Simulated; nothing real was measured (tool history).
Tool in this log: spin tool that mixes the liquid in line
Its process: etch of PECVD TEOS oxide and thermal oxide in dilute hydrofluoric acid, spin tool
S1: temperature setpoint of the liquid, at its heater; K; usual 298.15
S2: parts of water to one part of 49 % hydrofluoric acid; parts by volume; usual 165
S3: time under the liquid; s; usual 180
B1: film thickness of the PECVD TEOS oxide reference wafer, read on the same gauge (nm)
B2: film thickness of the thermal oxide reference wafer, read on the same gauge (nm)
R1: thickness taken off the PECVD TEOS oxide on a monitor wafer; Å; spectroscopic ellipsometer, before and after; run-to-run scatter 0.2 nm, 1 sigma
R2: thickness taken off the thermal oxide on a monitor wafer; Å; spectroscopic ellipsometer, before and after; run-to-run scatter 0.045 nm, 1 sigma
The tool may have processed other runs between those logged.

run,day,S1,S2,S3,B1,B2,R1,R2
1,0.000,298.15,165,150,100.04,89.997,160.7,36.38
2,4.367,298.15,165,150,99.97,90.008,158.9,35.68
3,8.808,298.15,165,150,99.94,89.995,160.6,35.43
4,12.654,298.15,165,180,100.02,90.009,188.0,42.68
5,15.850,298.15,165,180,99.98,89.976,189.3,43.22
6,17.917,298.15,165,180,100.01,89.983,187.2,42.85
7,20.612,298.15,140,180,99.99,90.013,230.2,50.44
# day 20.925: gauge calibrated
8,22.379,298.15,140,180,99.97,90.018,225.3,52.31
# day 24.171: hydrofluoric acid flow meter replaced
9,25.946,298.15,235,180,99.99,90.008,123.7,27.69
10,29.729,293.65,95,140,100.01,90.018,225.8,51.22
11,32.783,298.15,95,265,99.98,90.001,521.2,117.03
12,34.458,293.65,165,80,100.04,90.018,68.6,15.62
# day 37.946: thermometer replaced
13,38.096,298.15,215,180,100.05,89.999,146.9,32.82
14,42.062,298.15,95,265,100.02,90.011,560.7,126.50
15,43.900,298.15,165,180,100.02,90.001,202.7,46.37
16,47.146,302.15,240,255,99.97,90.007,209.1,46.30
17,51.221,299.65,125,130,99.99,90.004,215.1,47.94

For each run, what was the tool's unlogged condition?
hydrofluoric acid flow above the setpoint (%): 0 at every run
gauge reads high (%): 0 at every run
H1: liquid colder than its thermometer reads (K)
run,H1
1,1.53
2,1.62
3,1.72
4,1.8
5,1.87
6,1.91
7,1.97
8,2
9,2.08
10,2.16
11,2.23
12,2.26
13,0.122
14,0.207
15,0.246
16,0.315
17,0.402
